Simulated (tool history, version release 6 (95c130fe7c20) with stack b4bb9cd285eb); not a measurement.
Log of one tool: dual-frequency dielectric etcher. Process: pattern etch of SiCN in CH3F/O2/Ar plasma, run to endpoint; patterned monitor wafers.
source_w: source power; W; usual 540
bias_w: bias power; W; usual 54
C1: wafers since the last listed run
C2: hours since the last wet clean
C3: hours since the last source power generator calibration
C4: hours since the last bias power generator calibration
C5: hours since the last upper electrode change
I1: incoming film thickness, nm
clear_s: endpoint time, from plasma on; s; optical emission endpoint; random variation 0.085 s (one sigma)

{"run": 1, "day": 0.0, "source_w": 540, "bias_w": 54, "C1": 0, "C2": 472.0, "C3": 2272.0, "C4": 3406.8, "C5": 5874.3, "I1": 10.32, "clear_s": 27.1}
{"run": 2, "day": 0.362, "source_w": 540, "bias_w": 54, "C1": 143, "C2": 480.7, "C3": 2280.7, "C4": 3415.5, "C5": 5883.0, "I1": 10.27, "clear_s": 27.1}
{"run": 3, "day": 0.704, "source_w": 540, "bias_w": 54, "C1": 135, "C2": 488.9, "C3": 2288.9, "C4": 3423.7, "C5": 5891.2, "I1": 10.41, "clear_s": 27.4}
{"run": 4, "day": 1.292, "source_w": 540, "bias_w": 54, "C1": 232, "C2": 503.0, "C3": 2303.0, "C4": 3437.8, "C5": 5905.3, "I1": 10.15, "clear_s": 26.6}
{"run": 5, "day": 1.746, "source_w": 540, "bias_w": 54, "C1": 179, "C2": 513.9, "C3": 2313.9, "C4": 3448.7, "C5": 5916.2, "I1": 10.28, "clear_s": 26.9}
{"run": 6, "day": 2.062, "source_w": 540, "bias_w": 54, "C1": 125, "C2": 521.5, "C3": 2321.5, "C4": 3456.3, "C5": 5923.8, "I1": 10.31, "clear_s": 27.1}
{"day": 3.392, "done": "wet clean of the chamber"}
{"run": 7, "day": 3.412, "source_w": 540, "bias_w": 54, "C1": 138, "C2": 0.5, "C3": 2353.9, "C4": 3488.7, "C5": 5956.2, "I1": 10.23, "clear_s": 27.8}
{"run": 8, "day": 3.425, "source_w": 500, "bias_w": 54, "C1": 4, "C2": 0.8, "C3": 2354.2, "C4": 3489.0, "C5": 5956.5, "I1": 10.36, "clear_s": 29.1}
{"run": 9, "day": 3.442, "source_w": 470, "bias_w": 54, "C1": 6, "C2": 1.2, "C3": 2354.6, "C4": 3489.4, "C5": 5956.9, "I1": 10.25, "clear_s": 29.6}
{"day": 4.654, "done": "upper electrode replaced"}
{"run": 10, "day": 4.675, "source_w": 470, "bias_w": 54, "C1": 92, "C2": 30.8, "C3": 2384.2, "C4": 3519.0, "C5": 0.5, "I1": 10.27, "clear_s": 29.8}
{"run": 11, "day": 4.688, "source_w": 470, "bias_w": 54, "C1": 4, "C2": 31.1, "C3": 2384.5, "C4": 3519.3, "C5": 0.8, "I1": 10.39, "clear_s": 30.1}
{"run": 12, "day": 5.304, "source_w": 660, "bias_w": 42, "C1": 244, "C2": 45.9, "C3": 2399.3, "C4": 3534.1, "C5": 15.6, "I1": 10.25, "clear_s": 27.4}
{"run": 13, "day": 5.829, "source_w": 540, "bias_w": 67, "C1": 207, "C2": 58.5, "C3": 2411.9, "C4": 3546.7, "C5": 28.2, "I1": 10.31, "clear_s": 26.4}
{"run": 14, "day": 6.517, "source_w": 410, "bias_w": 60, "C1": 272, "C2": 75.0, "C3": 2428.4, "C4": 3563.2, "C5": 44.7, "I1": 10.26, "clear_s": 30.5}
{"day": 6.725, "done": "bias power generator calibrated"}
{"run": 15, "day": 7.221, "source_w": 590, "bias_w": 40, "C1": 212, "C2": 91.9, "C3": 2445.3, "C4": 11.9, "C5": 61.6, "I1": 10.39, "clear_s": 29.1}
{"run": 16, "day": 7.717, "source_w": 410, "bias_w": 48, "C1": 196, "C2": 103.8, "C3": 2457.2, "C4": 23.8, "C5": 73.5, "I1": 10.32, "clear_s": 32.6}
{"day": 8.212, "done": "source power generator calibrated"}
{"run": 17, "day": 8.254, "source_w": 540, "bias_w": 54, "C1": 146, "C2": 116.7, "C3": 1.0, "C4": 36.7, "C5": 86.4, "I1": 10.29, "clear_s": 27.8}
{"run": 18, "day": 8.633, "source_w": 620, "bias_w": 54, "C1": 150, "C2": 125.8, "C3": 10.1, "C4": 45.8, "C5": 95.5, "I1": 10.27, "clear_s": 26.1}
{"run": 19, "day": 9.246, "source_w": 590, "bias_w": 40, "C1": 242, "C2": 140.5, "C3": 24.8, "C4": 60.5, "C5": 110.2, "I1": 10.24, "clear_s": 28.6}
{"run": 20, "day": 9.738, "source_w": 480, "bias_w": 43, "C1": 194, "C2": 152.3, "C3": 36.6, "C4": 72.3, "C5": 122.0, "I1": 10.1, "clear_s": 30.4}
{"run": 21, "day": 10.317, "source_w": 580, "bias_w": 54, "C1": 229, "C2": 166.2, "C3": 50.5, "C4": 86.2, "C5": 135.9, "I1": 10.24, "clear_s": 26.6}
{"run": 22, "day": 10.633, "source_w": 650, "bias_w": 41, "C1": 125, "C2": 173.8, "C3": 58.1, "C4": 93.8, "C5": 143.5, "I1": 10.29, "clear_s": 27.4}
{"run": 23, "day": 10.979, "source_w": 540, "bias_w": 67, "C1": 136, "C2": 182.1, "C3": 66.4, "C4": 102.1, "C5": 151.8, "I1": 10.21, "clear_s": 25.9}

Some steps in clear_s between neighbouring runs. How much of each would the tool show without its hidden state too (settings, what came in, random variation), and how much is left for the hidden state, with any gauge scatter that isn't in both results?
The hidden state here: etch rate over this chamber's usual, %; source power that arrives over what is set, %; bias power that arrives over what is set, %.
Run 1 -> 2: no setting changed, nothing entered. clear_s +0.0 s: hidden state +0.1, all else -0.1.
Run 6 -> 7: wet clean of the chamber. clear_s +0.7 s: hidden state +1.0, all else -0.3.
Run 13 -> 14: source_w 540 -> 410, bias_w 67 -> 60. clear_s +4.1 s: hidden state -0.1, all else +4.2.
Run 16 -> 17: source_w 410 -> 540, bias_w 48 -> 54, source power generator calibrated. clear_s -4.8 s: hidden state +0.0, all else -4.8.
